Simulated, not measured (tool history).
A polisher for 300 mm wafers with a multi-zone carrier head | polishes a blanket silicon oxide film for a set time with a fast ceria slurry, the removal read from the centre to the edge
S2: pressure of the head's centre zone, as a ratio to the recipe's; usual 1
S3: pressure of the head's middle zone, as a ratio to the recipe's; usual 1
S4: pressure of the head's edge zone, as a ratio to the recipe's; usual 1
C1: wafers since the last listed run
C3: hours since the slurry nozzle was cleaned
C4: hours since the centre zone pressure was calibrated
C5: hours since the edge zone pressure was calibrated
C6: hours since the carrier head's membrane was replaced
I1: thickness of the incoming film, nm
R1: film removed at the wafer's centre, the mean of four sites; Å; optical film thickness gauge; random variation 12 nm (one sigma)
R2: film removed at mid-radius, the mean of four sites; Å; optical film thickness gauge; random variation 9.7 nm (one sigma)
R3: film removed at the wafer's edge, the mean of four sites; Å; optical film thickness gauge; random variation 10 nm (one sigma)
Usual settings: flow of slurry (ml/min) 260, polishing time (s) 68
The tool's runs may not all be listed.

Run 1, hour 0: usual settings; C1 0; wafers polished on this pad 4145; C3 300.8; C4 792.9; C5 377; C6 1404.6; I1 4011.2. Result: R1 8049 Å, R2 7909 Å, R3 8387 Å.
At hour 48.7: slurry nozzle cleaned, repeated, since the last time left the tool worse.
Run 2, hour 100.8: usual settings but S3 0.92; C1 1176; wafers polished on this pad 5321; C3 52.1; C4 893.7; C5 477.8; C6 1505.4; I1 3952.7. Result: R1 9032 Å, R2 8127 Å, R3 9165 Å.
At hour 138.1: edge zone pressure recalibrated.
Run 3, hour 158.4: usual settings but S3 0.92; C1 655; wafers polished on this pad 5977; C3 109.7; C4 951.3; C5 20.3; C6 1563; I1 3958. Result: R1 9010 Å, R2 8380 Å, R3 8879 Å.
At hour 250.3: worn pad replaced by a new one.
Run 4, hour 265.2: usual settings but S3 0.92; C1 1212; wafers polished on this pad 175; C3 216.5; C4 1058.1; C5 127.1; C6 1669.8; I1 3990. Result: R1 8733 Å, R2 8299 Å, R3 9019 Å.
Run 5, hour 328.6: usual settings but flow of slurry (ml/min) 230, S3 0.96; C1 747; wafers polished on this pad 923; C3 279.9; C4 1121.5; C5 190.5; C6 1733.2; I1 3962.4. Result: R1 8974 Å, R2 8556 Å, R3 8595 Å.
At hour 362.6: centre zone pressure recalibrated.
Run 6, hour 400.8: usual settings; C1 827; wafers polished on this pad 1751; C3 352.1; C4 38.2; C5 262.7; C6 1805.4; I1 3919.5. Result: R1 9135 Å, R2 8666 Å, R3 8976 Å.
Run 7, hour 464.7: usual settings but flow of slurry (ml/min) 310, S3 0.9, S4 1.03; C1 753; wafers polished on this pad 2504; C3 416; C4 102.1; C5 326.6; C6 1869.3; I1 3916.6. Result: R1 9324 Å, R2 8348 Å, R3 8873 Å.
Run 8, hour 542.9: usual settings but flow of slurry (ml/min) 320, S2 0.9, S4 0.97, polishing time (s) 88; C1 922; wafers polished on this pad 3427; C3 494.2; C4 180.3; C5 404.8; C6 1947.5; I1 3908.5. Result: R1 10557 Å, R2 11683 Å, R3 11569 Å.
At hour 587.9: carrier head's membrane replaced by a new one.
Run 9, hour 620.2: usual settings but S4 0.95; C1 852; wafers polished on this pad 4279; C3 571.5; C4 257.6; C5 482.1; C6 32.3; I1 3858.9. Result: R1 8778 Å, R2 8803 Å, R3 8685 Å.
At hour 629: slurry nozzle cleaned.
Run 10, hour 661.5: usual settings but polishing time (s) 86; C1 475; wafers polished on this pad 4754; C3 32.5; C4 298.9; C5 523.4; C6 73.6; I1 3923.8. Result: R1 11585 Å, R2 11437 Å, R3 11621 Å.
At hour 703.1: edge zone pressure recalibrated.
Run 11, hour 713.5: usual settings but flow of slurry (ml/min) 315, S2 1.1, S3 1.06, polishing time (s) 49; C1 589; wafers polished on this pad 5344; C3 84.5; C4 350.9; C5 10.4; C6 125.6; I1 3963.3. Result: R1 7395 Å, R2 7029 Å, R3 6583 Å.
Run 12, hour 796.2: usual settings; C1 975; wafers polished on this pad 6319; C3 167.2; C4 433.6; C5 93.1; C6 208.3; I1 3934.4. Result: R1 9251 Å, R2 9007 Å, R3 9002 Å.
At hour 850.9: worn pad replaced by a new one.
Run 13, hour 891.1: usual settings; C1 1071; wafers polished on this pad 473; C3 262.1; C4 528.5; C5 188; C6 303.2; I1 3903.4. Result: R1 8923 Å, R2 8750 Å, R3 9114 Å.
Run 14, hour 940.8: usual settings but flow of slurry (ml/min) 195, polishing time (s) 84; C1 586; wafers polished on this pad 1059; C3 311.8; C4 578.2; C5 237.7; C6 352.9; I1 3918.3. Result: R1 10436 Å, R2 10350 Å, R3 10546 Å.
Run 15, hour 1016.4: usual settings but S2 0.89, S3 1.07, S4 1.06, polishing time (s) 85; C1 891; wafers polished on this pad 1951; C3 387.4; C4 653.8; C5 313.3; C6 428.5; I1 3944.4. Result: R1 9835 Å, R2 11719 Å, R3 11225 Å.
Run 16, hour 1075.9: usual settings; C1 701; wafers polished on this pad 2653; C3 446.9; C4 713.3; C5 372.8; C6 488; I1 3920.9. Result: R1 8822 Å, R2 8818 Å, R3 8823 Å.
Run 17, hour 1160.5: usual settings; C1 997; wafers polished on this pad 3650; C3 531.5; C4 797.9; C5 457.4; C6 572.6; I1 3936.6. Result: R1 8816 Å, R2 8685 Å, R3 8858 Å.
Run 18, hour 1233.7: usual settings but S2 0.95; C1 863; wafers polished on this pad 4514; C3 604.7; C4 871.1; C5 530.6; C6 645.8; I1 3954.8. Result: R1 8247 Å, R2 8530 Å, R3 8892 Å.
At hour 1244.5: slurry nozzle cleaned.
At hour 1297.5: edge zone pressure recalibrated.
Run 19, hour 1318: usual settings but S3 0.97; C1 958; wafers polished on this pad 5472; C3 73.5; C4 955.4; C5 20.5; C6 730.1; I1 3871.8. Result: R1 9179 Å, R2 8797 Å, R3 8753 Å.
At hour 1403.2: worn pad replaced by a new one.
Run 20, hour 1415.5: usual settings but flow of slurry (ml/min) 200, S4 0.93; C1 1102; wafers polished on this pad 144; C3 171; C4 1052.9; C5 118; C6 827.6; I1 3911.7. Result: R1 8607 Å, R2 8575 Å, R3 8548 Å.
Run 21, hour 1474.4: usual settings; C1 694; wafers polished on this pad 839; C3 229.9; C4 1111.8; C5 176.9; C6 886.5; I1 3919.2. Result: R1 9050 Å, R2 9104 Å, R3 9175 Å.
Run 22, hour 1521.1: usual settings but S2 1.07, S4 0.9; C1 550; wafers polished on this pad 1390; C3 276.6; C4 1158.5; C5 223.6; C6 933.2; I1 3897.3. Result: R1 9509 Å, R2 8917 Å, R3 8701 Å.

Hidden state at the last listed run before each entry between runs and at the first one after, where it differs:
Between runs 1 and 2: slurry nozzle cleaned, repeated, since the last time left the tool worse (hour 48.7)
  slurry flow missing at the pad, %: 50.6 -> 3.67
  measured less the result without the state, R1: -1353 -> -47 Å; R2: -1173 -> -38 Å; R3: -883 -> -32 Å
Between runs 2 and 3: edge zone pressure recalibrated (hour 138.1)
  slurry flow missing at the pad, %: 3.67 -> 5.78
  measured less the result without the state, R1: -47 -> -76 Å; R2: -38 -> -64 Å; R3: -32 -> -51 Å
Between runs 3 and 4: worn pad replaced by a new one (hour 250.3)
  slurry flow missing at the pad, %: 5.78 -> 9.7
  measured less the result without the state, R1: -76 -> -130 Å; R2: -64 -> -111 Å; R3: -51 -> -91 Å
Between runs 5 and 6: centre zone pressure recalibrated (hour 362.6)
  slurry flow missing at the pad, %: 12 -> 14.7
  measured less the result without the state, R1: -196 -> -220 Å; R2: -168 -> -188 Å; R3: -124 -> -146 Å
Between runs 8 and 9: carrier head's membrane replaced by a new one (hour 587.9)
  slurry flow missing at the pad, %: 19.9 -> 22.7
  measured less the result without the state, R1: -296 -> -369 Å; R2: -296 -> -332 Å; R3: -222 -> -244 Å
Between runs 9 and 10: slurry nozzle cleaned (hour 629)
  slurry flow missing at the pad, %: 22.7 -> 3.72
  measured less the result without the state, R1: -369 -> -61 Å; R2: -332 -> -55 Å; R3: -244 -> -42 Å
Between runs 10 and 11: edge zone pressure recalibrated (hour 703.1)
  slurry flow missing at the pad, %: 3.72 -> 5.62
  measured less the result without the state, R1: -61 -> -49 Å; R2: -55 -> -42 Å; R3: -42 -> -30 Å
Between runs 12 and 13: worn pad replaced by a new one (hour 850.9)
  slurry flow missing at the pad, %: 8.66 -> 12.1
  measured less the result without the state, R1: -121 -> -172 Å; R2: -106 -> -152 Å; R3: -80 -> -118 Å
Between runs 18 and 19: slurry nozzle cleaned (hour 1244.5); edge zone pressure recalibrated (hour 1297.5)
  slurry flow missing at the pad, %: 24.7 -> 4.08
  measured less the result without the state, R1: -389 -> -54 Å; R2: -361 -> -47 Å; R3: -280 -> -35 Å
Between runs 19 and 20: worn pad replaced by a new one (hour 1403.2)
  slurry flow missing at the pad, %: 4.08 -> 7.66
  measured less the result without the state, R1: -54 -> -133 Å; R2: -47 -> -118 Å; R3: -35 -> -86 Å

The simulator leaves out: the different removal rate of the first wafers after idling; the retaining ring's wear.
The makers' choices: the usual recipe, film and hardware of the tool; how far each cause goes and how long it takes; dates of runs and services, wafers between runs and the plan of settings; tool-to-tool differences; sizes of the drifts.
